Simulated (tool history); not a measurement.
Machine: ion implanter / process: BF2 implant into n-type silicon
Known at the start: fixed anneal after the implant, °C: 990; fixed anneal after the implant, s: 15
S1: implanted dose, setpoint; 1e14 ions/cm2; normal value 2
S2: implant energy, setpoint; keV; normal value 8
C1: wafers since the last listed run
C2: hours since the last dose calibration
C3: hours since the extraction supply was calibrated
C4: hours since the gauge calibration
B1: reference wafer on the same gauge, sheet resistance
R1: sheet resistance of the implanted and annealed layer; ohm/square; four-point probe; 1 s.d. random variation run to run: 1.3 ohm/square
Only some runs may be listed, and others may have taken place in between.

run,hour,S1,S2,C1,C2,C3,C4,B1,R1
1,0,2,8,0,1427,1608.6,102.3,714.66,629.03
2,18.7,2,8,272,1445.7,1627.3,121,715.08,625.06
3,51.8,2,8,481,1478.8,1660.4,154.1,715.24,627.97
4,84.8,2,8,480,1511.8,1693.4,187.1,713.88,626.72
5,103.4,2,8,270,1530.4,1712,205.7,714.99,627.83
6,136.8,2,8,485,1563.8,1745.4,239.1,715.08,627.42
7,155.2,2,8,267,1582.2,1763.8,257.5,716.05,627.62
8,188.7,2,8,487,1615.7,1797.3,291,714.79,627.12
9,223.3,1.64,5.5,503,1650.3,1831.9,325.6,714.28,794.11
# hour 251.7: Faraday cup replaced and dose calibrated
10,252.2,1.78,10.5,304,0.5,1860.8,354.5,714.51,621.13
11,299.3,2,8,685,47.6,1907.9,401.6,715.19,607.34
# hour 303.5: gauge calibrated
# hour 320.4: extraction supply calibrated
12,328.3,1.72,8,305,76.6,7.9,24.8,715.27,676.42
13,356.3,1.75,5.5,407,104.6,35.9,52.8,715.45,742.93
14,386.2,2,5.5,435,134.5,65.8,82.7,714.85,686.78
15,414.7,2,8,414,163,94.3,111.2,714.79,610.37
16,427.5,1.81,7,186,175.8,107.1,124,715.64,681.75
17,447.2,2.17,10,286,195.5,126.8,143.7,715.21,545.4

Branching from run 17: 4 alternative next runs. What would each branch give?
A,447.6,2,8,5,195.9,127.2,144.1,?,?
B,447.6,1.62,8,5,195.9,127.2,144.1,?,?
C,447.6,1.73,7,5,195.9,127.2,144.1,?,?
D,447.6,2,9,5,195.9,127.2,144.1,?,?

run,B1,R1
A,715.44,611.69
B,715.44,713.34
C,715.44,701.07
D,715.44,593.46
Take away the tool's hidden state, keep each run's random variation, and the runs would have read:
run,R1
A,603.67
B,703.39
C,692.07
D,585.24

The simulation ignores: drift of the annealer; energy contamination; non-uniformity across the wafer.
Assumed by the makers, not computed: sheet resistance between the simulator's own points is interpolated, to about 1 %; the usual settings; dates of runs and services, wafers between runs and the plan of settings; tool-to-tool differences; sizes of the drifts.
